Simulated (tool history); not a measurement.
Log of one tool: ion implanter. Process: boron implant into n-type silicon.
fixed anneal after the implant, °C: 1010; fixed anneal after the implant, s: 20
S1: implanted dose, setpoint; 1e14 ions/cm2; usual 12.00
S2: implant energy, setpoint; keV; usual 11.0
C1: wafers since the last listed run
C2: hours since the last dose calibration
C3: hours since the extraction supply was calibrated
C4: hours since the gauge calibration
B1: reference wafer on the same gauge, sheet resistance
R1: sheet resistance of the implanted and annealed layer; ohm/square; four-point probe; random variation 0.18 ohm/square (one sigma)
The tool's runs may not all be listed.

| run | day | S1 | S2 | C1 | C2 | C3 | C4 | B1 | R1 |
|---|---|---|---|---|---|---|---|---|---|
| 1 | 0.000 | 12.00 | 13.0 | 0 | 702.7 | 4428.2 | 391.4 | 110.04 | 114.81 |
| 2 | 0.692 | 12.00 | 13.0 | 660 | 719.3 | 4444.8 | 408.0 | 110.02 | 114.40 |
| 3 | 1.275 | 12.00 | 11.0 | 557 | 733.3 | 4458.8 | 422.0 | 110.00 | 118.94 |
| 4 | 2.679 | 12.00 | 11.0 | 1340 | 767.0 | 4492.5 | 455.7 | 109.93 | 119.27 |
| 5 | 3.912 | 12.00 | 11.0 | 1177 | 796.6 | 4522.1 | 485.3 | 110.04 | 119.66 |
|  | 5.929 | gauge calibrated |
|  | 7.975 | Faraday cup replaced and dose calibrated |
|  | 7.988 | extraction supply calibrated |
| 6 | 8.008 | 12.00 | 11.0 | 3580 | 0.8 | 0.5 | 49.9 | 109.99 | 118.54 |
| 7 | 9.338 | 12.00 | 11.0 | 1269 | 32.7 | 32.4 | 81.8 | 110.05 | 118.34 |
| 8 | 10.692 | 12.00 | 11.0 | 1293 | 65.2 | 64.9 | 114.3 | 110.05 | 118.64 |
| 9 | 12.008 | 12.00 | 15.0 | 1257 | 96.8 | 96.5 | 145.9 | 110.01 | 110.16 |
| 10 | 13.196 | 14.83 | 9.0 | 1133 | 125.3 | 125.0 | 174.4 | 110.01 | 114.34 |
| 11 | 14.675 | 12.99 | 13.5 | 1412 | 160.8 | 160.5 | 209.9 | 109.93 | 107.21 |
| 12 | 15.200 | 12.00 | 11.0 | 501 | 173.4 | 173.1 | 222.5 | 109.96 | 118.31 |
| 13 | 16.262 | 12.00 | 11.0 | 1014 | 198.9 | 198.6 | 248.0 | 109.89 | 118.34 |
| 14 | 17.083 | 8.44 | 15.0 | 783 | 218.6 | 218.3 | 267.7 | 109.99 | 144.98 |
| 15 | 17.838 | 13.20 | 14.0 | 720 | 236.7 | 236.4 | 285.8 | 109.97 | 105.06 |
| 16 | 18.896 | 12.00 | 11.0 | 1010 | 262.1 | 261.8 | 311.2 | 110.01 | 118.12 |
| 17 | 19.725 | 15.13 | 11.0 | 791 | 282.0 | 281.7 | 331.1 | 110.02 | 105.49 |

How the hidden state differs across the entries between the runs, from the last listed run before each to the first after it:
Between runs 5 and 6: gauge calibrated (day 5.929); Faraday cup replaced and dose calibrated (day 7.975); extraction supply calibrated (day 7.988)
  deviation of the true dose from the Faraday cup's reading, %: -2.01 -> -0.225
  measured less the result without the state, R1: +1.40 -> +0.15 ohm/square
